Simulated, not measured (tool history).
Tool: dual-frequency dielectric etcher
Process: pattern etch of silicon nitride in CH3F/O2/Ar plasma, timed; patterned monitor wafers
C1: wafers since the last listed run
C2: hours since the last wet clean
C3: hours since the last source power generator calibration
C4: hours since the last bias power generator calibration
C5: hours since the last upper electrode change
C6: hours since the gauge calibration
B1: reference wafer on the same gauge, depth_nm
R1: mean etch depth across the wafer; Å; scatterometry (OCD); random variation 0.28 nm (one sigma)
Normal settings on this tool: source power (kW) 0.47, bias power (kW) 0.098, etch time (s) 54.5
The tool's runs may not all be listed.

Run 1, hour 0: usual settings; C1 0; C2 288.7; C3 1208.1; C4 3209.2; C5 1453.4; C6 429.2; B1 51.6. Result: R1 427.5 Å.
Run 2, hour 28.3: usual settings; C1 381; C2 317; C3 1236.4; C4 3237.5; C5 1481.7; C6 457.5; B1 51.42. Result: R1 431.2 Å.
Run 3, hour 59.5: usual settings; C1 420; C2 348.2; C3 1267.6; C4 3268.7; C5 1512.9; C6 488.7; B1 51.32. Result: R1 435.2 Å.
Run 4, hour 92.5: usual settings; C1 444; C2 381.2; C3 1300.6; C4 3301.7; C5 1545.9; C6 521.7; B1 51.41. Result: R1 428.5 Å.
Run 5, hour 152.7: usual settings but etch time (s) 45; C1 810; C2 441.4; C3 1360.8; C4 3361.9; C5 1606.1; C6 581.9; B1 51.54. Result: R1 354.2 Å.
At hour 193.6: wet clean of the chamber.
Run 6, hour 220.8: usual settings but source power (kW) 0.38; C1 593; C2 27.2; C3 1428.9; C4 3430; C5 1674.2; C6 650; B1 51.49. Result: R1 403.4 Å.
Run 7, hour 269.5: usual settings but source power (kW) 0.38; C1 655; C2 75.9; C3 1477.6; C4 3478.7; C5 1722.9; C6 698.7; B1 51.47. Result: R1 394.9 Å.
Run 8, hour 328: usual settings; C1 787; C2 134.4; C3 1536.1; C4 3537.2; C5 1781.4; C6 757.2; B1 51.51. Result: R1 432.4 Å.
Run 9, hour 366.4: usual settings; C1 517; C2 172.8; C3 1574.5; C4 3575.6; C5 1819.8; C6 795.6; B1 51.48. Result: R1 430.2 Å.
Run 10, hour 427.9: usual settings but source power (kW) 0.42; C1 828; C2 234.3; C3 1636; C4 3637.1; C5 1881.3; C6 857.1; B1 51.49. Result: R1 412.5 Å.
Run 11, hour 454.3: usual settings but source power (kW) 0.42; C1 355; C2 260.7; C3 1662.4; C4 3663.5; C5 1907.7; C6 883.5; B1 51.53. Result: R1 408.2 Å.
At hour 482.9: upper electrode replaced.
Run 12, hour 525.4: usual settings but source power (kW) 0.42; C1 634; C2 331.8; C3 1733.5; C4 3734.6; C5 42.5; C6 954.6; B1 51.47. Result: R1 409.3 Å.
Run 13, hour 578.3: usual settings; C1 712; C2 384.7; C3 1786.4; C4 3787.5; C5 95.4; C6 1007.5; B1 51.47. Result: R1 434.9 Å.
Run 14, hour 616.1: usual settings; C1 509; C2 422.5; C3 1824.2; C4 3825.3; C5 133.2; C6 1045.3; B1 51.6. Result: R1 427.6 Å.
At hour 644: wet clean of the chamber.
Run 15, hour 671.9: usual settings; C1 428; C2 27.9; C3 1880; C4 3881.1; C5 189; C6 1101.1; B1 51.6. Result: R1 435.4 Å.
At hour 727.4: gauge calibrated.
Run 16, hour 738.1: usual settings; C1 891; C2 94.1; C3 1946.2; C4 3947.3; C5 255.2; C6 10.7; B1 51.46. Result: R1 434 Å.
Run 17, hour 787: usual settings but source power (kW) 0.58, bias power (kW) 0.078, etch time (s) 39.5; C1 658; C2 143; C3 1995.1; C4 3996.2; C5 304.1; C6 59.6; B1 51.46. Result: R1 320.9 Å.
Run 18, hour 855: usual settings; C1 915; C2 211; C3 2063.1; C4 4064.2; C5 372.1; C6 127.6; B1 51.57. Result: R1 428.4 Å.
Run 19, hour 905.5: usual settings but bias power (kW) 0.09; C1 680; C2 261.5; C3 2113.6; C4 4114.7; C5 422.6; C6 178.1; B1 51.46. Result: R1 422.9 Å.
Run 20, hour 944.6: usual settings but source power (kW) 0.37; C1 526; C2 300.6; C3 2152.7; C4 4153.8; C5 461.7; C6 217.2; B1 51.53. Result: R1 380.5 Å.
Run 21, hour 998.7: usual settings but source power (kW) 0.39, bias power (kW) 0.087, etch time (s) 66; C1 728; C2 354.7; C3 2206.8; C4 4207.9; C5 515.8; C6 271.3; B1 51.5. Result: R1 460.1 Å.
Run 22, hour 1062.1: usual settings but source power (kW) 0.57, bias power (kW) 0.113, etch time (s) 47; C1 853; C2 418.1; C3 2270.2; C4 4271.3; C5 579.2; C6 334.7; B1 51.51. Result: R1 417.2 Å.
Run 23, hour 1097.5: usual settings but source power (kW) 0.57; C1 476; C2 453.5; C3 2305.6; C4 4306.7; C5 614.6; C6 370.1; B1 51.52. Result: R1 460.5 Å.
At hour 1108.9: source power generator calibrated.
At hour 1134.2: wet clean of the chamber.
At hour 1170.8: bias power generator calibrated.
Run 24, hour 1221: usual settings but bias power (kW) 0.075; C1 1232; C2 86.8; C3 112.1; C4 50.2; C5 738.1; C6 493.6; B1 51.44. Result: R1 400.3 Å.
Run 25, hour 1247.6: usual settings but source power (kW) 0.51; C1 358; C2 113.4; C3 138.7; C4 76.8; C5 764.7; C6 520.2; B1 51.63. Result: R1 457.3 Å.
Run 26, hour 1311.9: usual settings; C1 866; C2 177.7; C3 203; C4 141.1; C5 829; C6 584.5; B1 51.48. Result: R1 428.7 Å.
Run 27, hour 1359: usual settings but source power (kW) 0.42, bias power (kW) 0.105, etch time (s) 45.5; C1 634; C2 224.8; C3 250.1; C4 188.2; C5 876.1; C6 631.6; B1 51.46. Result: R1 347.7 Å.
Run 28, hour 1415.2: usual settings but source power (kW) 0.41, bias power (kW) 0.122; C1 756; C2 281; C3 306.3; C4 244.4; C5 932.3; C6 687.8; B1 51.51. Result: R1 431.1 Å.
Run 29, hour 1474.2: usual settings; C1 794; C2 340; C3 365.3; C4 303.4; C5 991.3; C6 746.8; B1 51.35. Result: R1 428.9 Å.

Branching from run 29: 5 alternative next runs. What would each branch give?
Run A, hour 1474.6: usual settings; C1 5; C2 340.4; C3 365.7; C4 303.8; C5 991.7; C6 747.2; B1 ?. Result: R1 ?.
Run B, hour 1474.6: usual settings but source power (kW) 0.57, bias power (kW) 0.112, etch time (s) 64; C1 5; C2 340.4; C3 365.7; C4 303.8; C5 991.7; C6 747.2; B1 ?. Result: R1 ?.
Run C, hour 1474.6: usual settings but source power (kW) 0.4; C1 5; C2 340.4; C3 365.7; C4 303.8; C5 991.7; C6 747.2; B1 ?. Result: R1 ?.
Run D, hour 1474.6: usual settings but bias power (kW) 0.116, etch time (s) 44.5; C1 5; C2 340.4; C3 365.7; C4 303.8; C5 991.7; C6 747.2; B1 ?. Result: R1 ?.
Run E, hour 1474.6: usual settings but bias power (kW) 0.111, etch time (s) 50; C1 5; C2 340.4; C3 365.7; C4 303.8; C5 991.7; C6 747.2; B1 ?. Result: R1 ?.

run     B1     R1
  A  51.57  430.2
  B  51.57    574
  C  51.57  399.5
  D  51.57  370.9
  E  51.57  410.7
The same runs, with their run-to-run variation unchanged, on a tool lacking any hidden condition would have given:
run     R1
  A  440.3
  B  587.5
  C  408.9
  D  379.6
  E  420.4
